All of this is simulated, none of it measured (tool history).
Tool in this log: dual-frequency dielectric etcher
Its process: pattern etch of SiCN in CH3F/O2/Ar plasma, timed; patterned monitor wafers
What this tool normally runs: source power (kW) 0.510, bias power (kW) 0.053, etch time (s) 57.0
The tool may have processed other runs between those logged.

| run | hour | source power (kW) | bias power (kW) | etch time (s) | wafers since the last listed run | hours since the last wet clean | hours since the last source power generator calibration | hours since the last bias power generator calibration | hours since the last upper electrode change | hours since the gauge calibration | read-back reference wafer on the same gauge, depth_nm | mean etch depth across the wafer (Å) |
|---|---|---|---|---|---|---|---|---|---|---|---|---|
| 1 | 0.0 | 0.510 | 0.053 | 57.0 | 0 | 274.6 | 3849.0 | 2936.5 | 5904.0 | 252.3 | 17.30 | 206.8 |
| 2 | 95.4 | 0.510 | 0.053 | 57.0 | 1497 | 370.0 | 3944.4 | 3031.9 | 5999.4 | 347.7 | 17.29 | 206.7 |
| 3 | 142.8 | 0.450 | 0.053 | 57.0 | 743 | 417.4 | 3991.8 | 3079.3 | 6046.8 | 395.1 | 17.31 | 200.9 |
|  | 182.1 | wet clean of the chamber |
| 4 | 185.1 | 0.450 | 0.053 | 57.0 | 287 | 3.0 | 4034.1 | 3121.6 | 6089.1 | 437.4 | 17.29 | 198.0 |
|  | 254.6 | upper electrode replaced |
| 5 | 255.1 | 0.510 | 0.053 | 57.0 | 721 | 73.0 | 4104.1 | 3191.6 | 0.5 | 507.4 | 17.31 | 204.8 |
| 6 | 275.3 | 0.430 | 0.053 | 57.0 | 317 | 93.2 | 4124.3 | 3211.8 | 20.7 | 527.6 | 17.31 | 196.5 |
| 7 | 308.8 | 0.510 | 0.053 | 57.0 | 525 | 126.7 | 4157.8 | 3245.3 | 54.2 | 561.1 | 17.31 | 205.3 |
|  | 344.1 | gauge calibrated |
| 8 | 377.0 | 0.510 | 0.053 | 57.0 | 1070 | 194.9 | 4226.0 | 3313.5 | 122.4 | 32.9 | 17.30 | 206.7 |
| 9 | 411.8 | 0.510 | 0.053 | 57.0 | 546 | 229.7 | 4260.8 | 3348.3 | 157.2 | 67.7 | 17.30 | 207.5 |
|  | 426.9 | source power generator calibrated |
| 10 | 467.2 | 0.600 | 0.043 | 47.5 | 806 | 285.1 | 40.3 | 3403.7 | 212.6 | 123.1 | 17.30 | 173.7 |
|  | 512.4 | bias power generator calibrated |
| 11 | 534.0 | 0.560 | 0.048 | 44.5 | 985 | 351.9 | 107.1 | 21.6 | 279.4 | 189.9 | 17.31 | 163.0 |
|  | 610.7 | wet clean of the chamber |
| 12 | 611.2 | 0.510 | 0.046 | 57.0 | 834 | 0.5 | 184.3 | 98.8 | 356.6 | 267.1 | 17.30 | 198.0 |
| 13 | 617.2 | 0.560 | 0.062 | 62.5 | 94 | 6.5 | 190.3 | 104.8 | 362.6 | 273.1 | 17.29 | 238.1 |
| 14 | 670.7 | 0.510 | 0.066 | 57.0 | 839 | 60.0 | 243.8 | 158.3 | 416.1 | 326.6 | 17.29 | 213.5 |
| 15 | 703.5 | 0.510 | 0.048 | 57.0 | 514 | 92.8 | 276.6 | 191.1 | 448.9 | 359.4 | 17.30 | 200.8 |
| 16 | 729.2 | 0.510 | 0.053 | 57.0 | 403 | 118.5 | 302.3 | 216.8 | 474.6 | 385.1 | 17.30 | 205.6 |
| 17 | 763.6 | 0.450 | 0.053 | 40.0 | 539 | 152.9 | 336.7 | 251.2 | 509.0 | 419.5 | 17.29 | 139.1 |
| 18 | 794.9 | 0.510 | 0.053 | 57.0 | 491 | 184.2 | 368.0 | 282.5 | 540.3 | 450.8 | 17.29 | 205.5 |

Here are 4 independent what-if runs from the current tool condition. What would each one return?
| A | 795.3 | 0.510 | 0.053 | 57.0 | 6 | 184.6 | 368.4 | 282.9 | 540.7 | 451.2 | ? | ? |
| B | 795.3 | 0.570 | 0.041 | 57.0 | 6 | 184.6 | 368.4 | 282.9 | 540.7 | 451.2 | ? | ? |
| C | 795.3 | 0.620 | 0.056 | 63.5 | 6 | 184.6 | 368.4 | 282.9 | 540.7 | 451.2 | ? | ? |
| D | 795.3 | 0.590 | 0.061 | 48.5 | 6 | 184.6 | 368.4 | 282.9 | 540.7 | 451.2 | ? | ? |

| run | read-back reference wafer on the same gauge, depth_nm | mean etch depth across the wafer (Å) |
|---|---|---|
| A | 17.30 | 205.1 |
| B | 17.30 | 201.5 |
| C | 17.30 | 244.5 |
| D | 17.30 | 187.5 |
Without the tool's hidden state the same runs would have given:
| run | mean etch depth across the wafer (Å) |
|---|---|
| A | 203.3 |
| B | 199.7 |
| C | 242.5 |
| D | 185.9 |
